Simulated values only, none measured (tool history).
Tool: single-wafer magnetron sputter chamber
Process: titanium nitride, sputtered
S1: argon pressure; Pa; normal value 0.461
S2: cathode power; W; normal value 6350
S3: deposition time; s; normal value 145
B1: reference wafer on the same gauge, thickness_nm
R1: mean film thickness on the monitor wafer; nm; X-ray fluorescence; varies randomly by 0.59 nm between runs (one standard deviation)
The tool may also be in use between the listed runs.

| run | hour | S1 | S2 | S3 | B1 | R1 |
|---|---|---|---|---|---|---|
| 1 | 0 | 0.461 | 6350 | 145 | 191.005 | 159.422 |
| 2 | 23.3 | 0.461 | 6350 | 145 | 190.973 | 158.439 |
| 3 | 41.2 | 0.461 | 6350 | 145 | 190.956 | 158.237 |
| 4 | 54.4 | 0.461 | 6350 | 145 | 191.072 | 158.238 |
| 5 | 152.3 | 0.461 | 6350 | 145 | 190.88 | 158.222 |
| 6 | 185.1 | 0.461 | 6350 | 145 | 191.004 | 158.51 |
| 7 | 216.8 | 0.461 | 6350 | 145 | 191.041 | 158.822 |
| 8 | 230 | 0.461 | 6350 | 145 | 191.078 | 159.201 |
| 9 | 265.2 | 0.461 | 6350 | 145 | 190.943 | 159.213 |
| 10 | 300.5 | 0.461 | 6350 | 145 | 190.904 | 157.736 |
| 11 | 315.5 | 0.461 | 6350 | 145 | 190.969 | 159.365 |
| 12 | 337.8 | 0.618 | 5500 | 125 | 190.927 | 112.17 |
|  | 352 | sputter target and shields replaced |
|  | 352.5 | gauge calibrated |
| 13 | 357.1 | 0.59 | 6350 | 145 | 190.944 | 149.629 |
| 14 | 378.1 | 0.63 | 7150 | 137 | 191.067 | 151.701 |
| 15 | 407.3 | 0.461 | 7800 | 160 | 191.049 | 209.416 |
| 16 | 425.5 | 0.461 | 6350 | 145 | 190.923 | 157.627 |
| 17 | 450 | 0.461 | 5650 | 135 | 191.037 | 133.876 |
|  | 470.4 | magnet pack replaced |
| 18 | 473.7 | 0.461 | 6350 | 145 | 190.826 | 158.308 |
| 19 | 501.9 | 0.616 | 5050 | 145 | 190.932 | 122.421 |
| 20 | 537.7 | 0.461 | 6350 | 168 | 190.98 | 183.591 |
|  | 551.3 | capacitance manometer re-zeroed and calibrated |
| 21 | 568.4 | 0.461 | 7150 | 137 | 191.049 | 165.282 |
| 22 | 641.8 | 0.291 | 6900 | 135 | 191.112 | 172.664 |
| 23 | 668 | 0.461 | 6350 | 123 | 190.989 | 134.823 |
| 24 | 688.4 | 0.461 | 6350 | 125 | 190.883 | 137.532 |
| 25 | 713.3 | 0.461 | 6350 | 145 | 191.012 | 159.462 |
| 26 | 737.2 | 0.461 | 6350 | 145 | 191.025 | 157.564 |
| 27 | 771.8 | 0.295 | 5900 | 172 | 191.008 | 194.161 |
| 28 | 799.1 | 0.461 | 6350 | 145 | 190.994 | 158.647 |
| 29 | 811.4 | 0.461 | 7200 | 117 | 191.038 | 141.886 |
| 30 | 846.6 | 0.461 | 6350 | 145 | 190.869 | 157.995 |
| 31 | 865.3 | 0.461 | 7100 | 145 | 190.847 | 173.841 |
| 32 | 885.2 | 0.316 | 5000 | 145 | 191.038 | 140.581 |
| 33 | 897.4 | 0.343 | 5200 | 162 | 191.102 | 160.374 |
| 34 | 920.9 | 0.461 | 6350 | 145 | 191.116 | 159.334 |

Below are 5 alternative next runs, each starting from the tool's condition after run 34. Predict each:
| A | 921.3 | 0.304 | 6350 | 145 | ? | ? |
| B | 921.3 | 0.392 | 7350 | 145 | ? | ? |
| C | 921.3 | 0.461 | 7500 | 145 | ? | ? |
| D | 921.3 | 0.461 | 7200 | 145 | ? | ? |
| E | 921.3 | 0.582 | 7150 | 163 | ? | ? |

| run | B1 | R1 |
|---|---|---|
| A | 190.98 | 171.398 |
| B | 190.98 | 185.317 |
| C | 190.98 | 182.023 |
| D | 190.98 | 175.778 |
| E | 190.98 | 184.863 |
Stripped of hidden state, with their random variation kept, the same runs would have yielded:
| run | R1 |
|---|---|
| A | 171.398 |
| B | 185.317 |
| C | 182.023 |
| D | 175.778 |
| E | 184.863 |

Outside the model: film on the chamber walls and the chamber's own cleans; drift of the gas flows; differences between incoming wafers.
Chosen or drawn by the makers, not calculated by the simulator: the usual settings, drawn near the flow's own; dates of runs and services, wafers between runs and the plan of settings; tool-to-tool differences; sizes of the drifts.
